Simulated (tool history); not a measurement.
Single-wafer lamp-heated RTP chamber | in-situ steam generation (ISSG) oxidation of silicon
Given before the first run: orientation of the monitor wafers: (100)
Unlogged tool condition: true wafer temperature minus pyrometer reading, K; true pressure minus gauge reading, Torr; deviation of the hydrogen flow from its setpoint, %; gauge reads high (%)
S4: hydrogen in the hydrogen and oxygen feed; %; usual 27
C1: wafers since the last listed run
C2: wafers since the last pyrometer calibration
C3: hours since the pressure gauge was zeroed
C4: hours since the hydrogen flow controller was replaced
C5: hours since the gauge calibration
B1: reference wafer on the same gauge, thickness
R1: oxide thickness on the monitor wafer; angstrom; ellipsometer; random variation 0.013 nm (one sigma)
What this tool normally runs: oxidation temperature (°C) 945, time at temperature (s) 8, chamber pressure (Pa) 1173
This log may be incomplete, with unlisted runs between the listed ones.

{"run": 1, "hour": 0.0, "oxidation temperature (°C)": 945, "time at temperature (s)": 8, "chamber pressure (Pa)": 1173, "S4": 27, "C1": 0, "C2": 6963, "C3": 1045.6, "C4": 1787.6, "C5": 1607.9, "B1": 3.281, "R1": 32.91}
{"hour": 46.4, "done": "pyrometer window cleaned and pyrometer calibrated"}
{"run": 2, "hour": 46.9, "oxidation temperature (°C)": 945, "time at temperature (s)": 8, "chamber pressure (Pa)": 1173, "S4": 27, "C1": 414, "C2": 5, "C3": 1092.5, "C4": 1834.5, "C5": 1654.8, "B1": 3.277, "R1": 32.42}
{"run": 3, "hour": 87.3, "oxidation temperature (°C)": 945, "time at temperature (s)": 8, "chamber pressure (Pa)": 1173, "S4": 27, "C1": 430, "C2": 435, "C3": 1132.9, "C4": 1874.9, "C5": 1695.2, "B1": 3.277, "R1": 32.73}
{"run": 4, "hour": 150.6, "oxidation temperature (°C)": 945, "time at temperature (s)": 8, "chamber pressure (Pa)": 1173, "S4": 27, "C1": 674, "C2": 1110, "C3": 1196.2, "C4": 1938.2, "C5": 1758.5, "B1": 3.285, "R1": 32.62}
{"run": 5, "hour": 235.0, "oxidation temperature (°C)": 945, "time at temperature (s)": 8, "chamber pressure (Pa)": 1173, "S4": 27, "C1": 899, "C2": 2010, "C3": 1280.6, "C4": 2022.6, "C5": 1842.9, "B1": 3.282, "R1": 32.7}
{"run": 6, "hour": 332.4, "oxidation temperature (°C)": 945, "time at temperature (s)": 8, "chamber pressure (Pa)": 1280, "S4": 27, "C1": 1038, "C2": 3048, "C3": 1378, "C4": 2120, "C5": 1940.3, "B1": 3.281, "R1": 32.43}
{"run": 7, "hour": 394.5, "oxidation temperature (°C)": 945, "time at temperature (s)": 8, "chamber pressure (Pa)": 1173, "S4": 27, "C1": 662, "C2": 3710, "C3": 1440.1, "C4": 2182.1, "C5": 2002.4, "B1": 3.28, "R1": 33}
{"run": 8, "hour": 459.9, "oxidation temperature (°C)": 945, "time at temperature (s)": 8, "chamber pressure (Pa)": 1173, "S4": 27, "C1": 697, "C2": 4408, "C3": 1505.5, "C4": 2247.5, "C5": 2067.8, "B1": 3.282, "R1": 32.76}
{"run": 9, "hour": 548.4, "oxidation temperature (°C)": 945, "time at temperature (s)": 8, "chamber pressure (Pa)": 1173, "S4": 27, "C1": 943, "C2": 5351, "C3": 1594, "C4": 2336, "C5": 2156.3, "B1": 3.278, "R1": 32.53}
{"run": 10, "hour": 637.4, "oxidation temperature (°C)": 945, "time at temperature (s)": 10, "chamber pressure (Pa)": 1173, "S4": 27, "C1": 948, "C2": 6300, "C3": 1683, "C4": 2425, "C5": 2245.3, "B1": 3.281, "R1": 35.59}
{"hour": 672.5, "done": "gauge calibrated"}
{"run": 11, "hour": 689.9, "oxidation temperature (°C)": 945, "time at temperature (s)": 10, "chamber pressure (Pa)": 1173, "S4": 27, "C1": 559, "C2": 6860, "C3": 1735.5, "C4": 2477.5, "C5": 17.4, "B1": 3.283, "R1": 35.66}
{"hour": 708.5, "done": "pyrometer window cleaned and pyrometer calibrated"}
{"run": 12, "hour": 779.5, "oxidation temperature (°C)": 945, "time at temperature (s)": 10, "chamber pressure (Pa)": 1173, "S4": 27, "C1": 869, "C2": 757, "C3": 1825.1, "C4": 2567.1, "C5": 107, "B1": 3.28, "R1": 36.05}
{"run": 13, "hour": 865.9, "oxidation temperature (°C)": 945, "time at temperature (s)": 8, "chamber pressure (Pa)": 1173, "S4": 27, "C1": 921, "C2": 1678, "C3": 1911.5, "C4": 2653.5, "C5": 193.4, "B1": 3.284, "R1": 33.41}
{"run": 14, "hour": 971.5, "oxidation temperature (°C)": 945, "time at temperature (s)": 8, "chamber pressure (Pa)": 1173, "S4": 27, "C1": 1125, "C2": 2804, "C3": 2017.1, "C4": 2759.1, "C5": 299, "B1": 3.282, "R1": 33.2}
{"hour": 983.4, "done": "pyrometer window cleaned and pyrometer calibrated, repeated, since the last time left the tool worse"}
{"run": 15, "hour": 1073.2, "oxidation temperature (°C)": 933, "time at temperature (s)": 6, "chamber pressure (Pa)": 1320, "S4": 30, "C1": 998, "C2": 956, "C3": 2118.8, "C4": 2860.8, "C5": 400.7, "B1": 3.279, "R1": 29.22}
{"hour": 1092.5, "done": "hydrogen flow controller replaced"}
{"run": 16, "hour": 1146.0, "oxidation temperature (°C)": 957, "time at temperature (s)": 10, "chamber pressure (Pa)": 1293, "S4": 24, "C1": 690, "C2": 1647, "C3": 2191.6, "C4": 53.5, "C5": 473.5, "B1": 3.28, "R1": 34.75}
{"run": 17, "hour": 1249.3, "oxidation temperature (°C)": 957, "time at temperature (s)": 6, "chamber pressure (Pa)": 1040, "S4": 30, "C1": 1101, "C2": 2749, "C3": 2294.9, "C4": 156.8, "C5": 576.8, "B1": 3.279, "R1": 31.78}
{"run": 18, "hour": 1332.3, "oxidation temperature (°C)": 931, "time at temperature (s)": 6, "chamber pressure (Pa)": 1347, "S4": 32, "C1": 884, "C2": 3633, "C3": 2377.9, "C4": 239.8, "C5": 659.8, "B1": 3.278, "R1": 29.5}
{"run": 19, "hour": 1369.7, "oxidation temperature (°C)": 961, "time at temperature (s)": 10, "chamber pressure (Pa)": 987, "S4": 20, "C1": 398, "C2": 4032, "C3": 2415.3, "C4": 277.2, "C5": 697.2, "B1": 3.284, "R1": 34.13}
{"run": 20, "hour": 1463.1, "oxidation temperature (°C)": 945, "time at temperature (s)": 8, "chamber pressure (Pa)": 1227, "S4": 30, "C1": 995, "C2": 5028, "C3": 2508.7, "C4": 370.6, "C5": 790.6, "B1": 3.28, "R1": 33.61}
{"run": 21, "hour": 1541.2, "oxidation temperature (°C)": 945, "time at temperature (s)": 8, "chamber pressure (Pa)": 1013, "S4": 27, "C1": 832, "C2": 5861, "C3": 2586.8, "C4": 448.7, "C5": 868.7, "B1": 3.283, "R1": 33.29}
{"hour": 1621.4, "done": "pyrometer window cleaned and pyrometer calibrated"}
{"run": 22, "hour": 1642.9, "oxidation temperature (°C)": 945, "time at temperature (s)": 8, "chamber pressure (Pa)": 1173, "S4": 27, "C1": 998, "C2": 229, "C3": 2688.5, "C4": 550.4, "C5": 970.4, "B1": 3.283, "R1": 32.35}
{"hour": 1680.4, "done": "pressure gauge zeroed"}
{"run": 23, "hour": 1694.8, "oxidation temperature (°C)": 945, "time at temperature (s)": 8, "chamber pressure (Pa)": 1173, "S4": 21, "C1": 468, "C2": 697, "C3": 14.4, "C4": 602.3, "C5": 1022.3, "B1": 3.284, "R1": 30.43}
{"run": 24, "hour": 1761.6, "oxidation temperature (°C)": 945, "time at temperature (s)": 8, "chamber pressure (Pa)": 1173, "S4": 27, "C1": 712, "C2": 1409, "C3": 81.2, "C4": 669.1, "C5": 1089.1, "B1": 3.277, "R1": 32.68}
{"run": 25, "hour": 1845.0, "oxidation temperature (°C)": 945, "time at temperature (s)": 9, "chamber pressure (Pa)": 1173, "S4": 27, "C1": 889, "C2": 2298, "C3": 164.6, "C4": 752.5, "C5": 1172.5, "B1": 3.285, "R1": 34.19}
{"run": 26, "hour": 1889.1, "oxidation temperature (°C)": 945, "time at temperature (s)": 8, "chamber pressure (Pa)": 1173, "S4": 27, "C1": 470, "C2": 2768, "C3": 208.7, "C4": 796.6, "C5": 1216.6, "B1": 3.28, "R1": 32.81}
{"run": 27, "hour": 1950.3, "oxidation temperature (°C)": 945, "time at temperature (s)": 8, "chamber pressure (Pa)": 1173, "S4": 27, "C1": 652, "C2": 3421, "C3": 269.9, "C4": 857.8, "C5": 1277.8, "B1": 3.281, "R1": 32.94}
{"run": 28, "hour": 2040.7, "oxidation temperature (°C)": 945, "time at temperature (s)": 8, "chamber pressure (Pa)": 1173, "S4": 27, "C1": 963, "C2": 4385, "C3": 360.3, "C4": 948.2, "C5": 1368.2, "B1": 3.277, "R1": 32.89}
{"run": 29, "hour": 2118.6, "oxidation temperature (°C)": 945, "time at temperature (s)": 8, "chamber pressure (Pa)": 1067, "S4": 27, "C1": 830, "C2": 5215, "C3": 438.2, "C4": 1026.1, "C5": 1446.1, "B1": 3.284, "R1": 33.06}

State the hidden condition of the tool at each of the runs:
true pressure minus gauge reading, Torr: 0, the same for each run
deviation of the hydrogen flow from its setpoint, %: 0, the same for each run
gauge reads high (%): 0, the same for each run
H1: true wafer temperature minus pyrometer reading, K
run=1 H1=5.46
run=2 H1=0.491
run=3 H1=1.51
run=4 H1=2.75
run=5 H1=3.9
run=6 H1=4.76
run=7 H1=5.13
run=8 H1=5.41
run=9 H1=5.68
run=10 H1=5.85
run=11 H1=5.92
run=12 H1=10.5
run=13 H1=11.9
run=14 H1=13
run=15 H1=2.85
run=16 H1=3.94
run=17 H1=4.96
run=18 H1=5.48
run=19 H1=5.65
run=20 H1=5.97
run=21 H1=6.14
run=22 H1=1.04
run=23 H1=2.19
run=24 H1=3.3
run=25 H1=4.26
run=26 H1=4.63
run=27 H1=5.02
run=28 H1=5.43
run=29 H1=5.66

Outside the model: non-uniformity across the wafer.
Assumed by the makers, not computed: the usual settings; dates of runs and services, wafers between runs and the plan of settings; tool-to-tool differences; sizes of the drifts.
